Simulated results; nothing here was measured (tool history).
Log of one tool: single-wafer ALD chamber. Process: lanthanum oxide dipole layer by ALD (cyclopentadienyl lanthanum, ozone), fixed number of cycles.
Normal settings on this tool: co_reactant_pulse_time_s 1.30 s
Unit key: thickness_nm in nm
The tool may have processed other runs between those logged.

run	day	co_reactant_pulse_time_s	wafers since the last listed run	hours since the last thermocouple change	hours since the last ozone generator service	hours since the showerhead was replaced	hours since the gauge calibration	read-back reference wafer on the same gauge, thickness_nm	thickness_nm
1	0.000	1.30	0	2513.3	449.2	6881.6	788.8	0.617	0.531
2	3.742	1.30	1418	2603.1	539.0	6971.4	878.6	0.616	0.530
3	4.900	1.30	439	2630.9	566.8	6999.2	906.4	0.616	0.530
4	6.621	1.30	652	2672.2	608.1	7040.5	947.7	0.616	0.532
5	7.442	1.30	311	2691.9	627.8	7060.2	967.4	0.616	0.530
6	8.133	1.30	262	2708.5	644.4	7076.8	984.0	0.616	0.530
7	8.817	0.98	259	2724.9	660.8	7093.2	1000.4	0.616	0.473
8	9.338	1.30	197	2737.4	673.3	7105.7	1012.9	0.616	0.531
9	10.788	1.30	549	2772.2	708.1	7140.5	1047.7	0.616	0.531
10	12.125	1.44	507	2804.3	740.2	7172.6	1079.8	0.616	0.545
11	16.188	1.30	1540	2901.8	837.7	7270.1	1177.3	0.616	0.527
12	17.096	1.30	344	2923.6	859.5	7291.9	1199.1	0.616	0.527
13	18.108	1.30	383	2947.9	883.8	7316.2	1223.4	0.617	0.528
14	18.733	1.30	237	2962.9	898.8	7331.2	1238.4	0.616	0.528
15	19.404	1.30	254	2979.0	914.9	7347.3	1254.5	0.616	0.531
# day 20.625: ozone generator serviced
16	20.646	1.30	344	3008.8	0.5	7377.1	1284.3	0.616	0.539
17	20.933	1.60	109	3015.7	7.4	7384.0	1291.2	0.616	0.560
18	21.571	1.04	241	3031.0	22.7	7399.3	1306.5	0.616	0.496
# day 22.825: showerhead replaced, of another model than before
19	22.846	1.30	357	3061.6	53.3	0.5	1337.1	0.616	0.537
20	23.821	0.82	369	3085.0	76.7	23.9	1360.5	0.616	0.480
21	24.596	1.70	293	3103.6	95.3	42.5	1379.1	0.616	0.560
22	26.092	1.07	567	3139.5	131.2	78.4	1415.0	0.616	0.512
# day 26.696: gauge calibrated
23	30.362	1.30	1619	3242.0	233.7	180.9	88.0	0.616	0.536
24	34.579	1.30	1599	3343.2	334.9	282.1	189.2	0.616	0.535
25	35.238	1.30	249	3359.0	350.7	297.9	205.0	0.616	0.533
26	36.071	0.79	316	3379.0	370.7	317.9	225.0	0.616	0.470
27	37.058	1.14	374	3402.7	394.4	341.6	248.7	0.616	0.518
# day 37.400: thermocouple changed; heater temperature recalibrated
28	37.712	1.54	121	7.5	410.1	357.3	264.4	0.616	0.548
29	42.129	1.76	1674	113.5	516.1	463.3	370.4	0.616	0.563
30	43.950	1.52	690	157.2	559.8	507.0	414.1	0.616	0.547
31	44.642	0.94	262	173.8	576.4	523.6	430.7	0.616	0.492
32	45.604	1.78	365	196.9	599.5	546.7	453.8	0.616	0.560
33	46.762	1.65	439	224.7	627.3	574.5	481.6	0.616	0.554

What if the next run were any one of these 3? Each begins from the tool's condition after run 33:
A	46.779	1.30	6	225.1	627.7	574.9	482.0	?	?
B	46.779	0.97	6	225.1	627.7	574.9	482.0	?	?
C	46.779	1.61	6	225.1	627.7	574.9	482.0	?	?

run	read-back reference wafer on the same gauge, thickness_nm	thickness_nm
A	0.616	0.533
B	0.616	0.497
C	0.616	0.552
Stripped of hidden state, with their random variation kept, the same runs would have yielded:
run	thickness_nm
A	0.538
B	0.505
C	0.556
